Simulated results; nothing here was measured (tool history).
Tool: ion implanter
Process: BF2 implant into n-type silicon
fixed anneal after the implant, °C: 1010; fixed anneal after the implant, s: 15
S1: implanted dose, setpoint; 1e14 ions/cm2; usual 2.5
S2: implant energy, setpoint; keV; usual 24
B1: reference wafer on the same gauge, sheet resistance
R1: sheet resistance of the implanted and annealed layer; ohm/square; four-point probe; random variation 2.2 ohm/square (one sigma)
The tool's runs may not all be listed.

run,hour,S1,S2,B1,R1
1,0,1.91,24,441.58,512.75
2,16.7,2.5,21,441.66,418.78
3,38.3,2.5,21,440.95,419.51
4,65.8,2.5,27.5,440.02,411.25
5,81.4,2.5,27.5,439.8,405.18
6,98,2.5,18,441.21,422.83
7,120.8,2.5,18,440.39,423.3
8,136.2,2.24,24,440.67,450.6
# hour 146.6: Faraday cup replaced and dose calibrated
# hour 168: gauge calibrated
9,170.2,2.24,24,441.48,454.06
10,185.9,2.24,24,441.52,452.11
11,213.7,2.5,32,441,404.19
12,240.8,2.23,17.5,441.25,468.2
13,253.2,3.01,30.5,441.11,348.7
# hour 265.1: extraction supply calibrated
14,283.5,2.17,16.5,441.37,483.76
15,329.6,2.72,27.5,440.72,381.34
16,349.1,2.85,16,441.36,391.46
17,369.7,2.5,24,441.6,415.62
18,389.6,2.85,19.5,440.48,380.35
19,412.1,2.11,24,440.06,477.34
20,447.5,2.5,24,440.77,413.19

What the log doesn't show, run by run:
deviation of the true dose from the Faraday cup's reading, %: 0 in every run
deviation of the true energy from its setpoint, %: 0 in every run
gauge reads high (%): 0 in every run
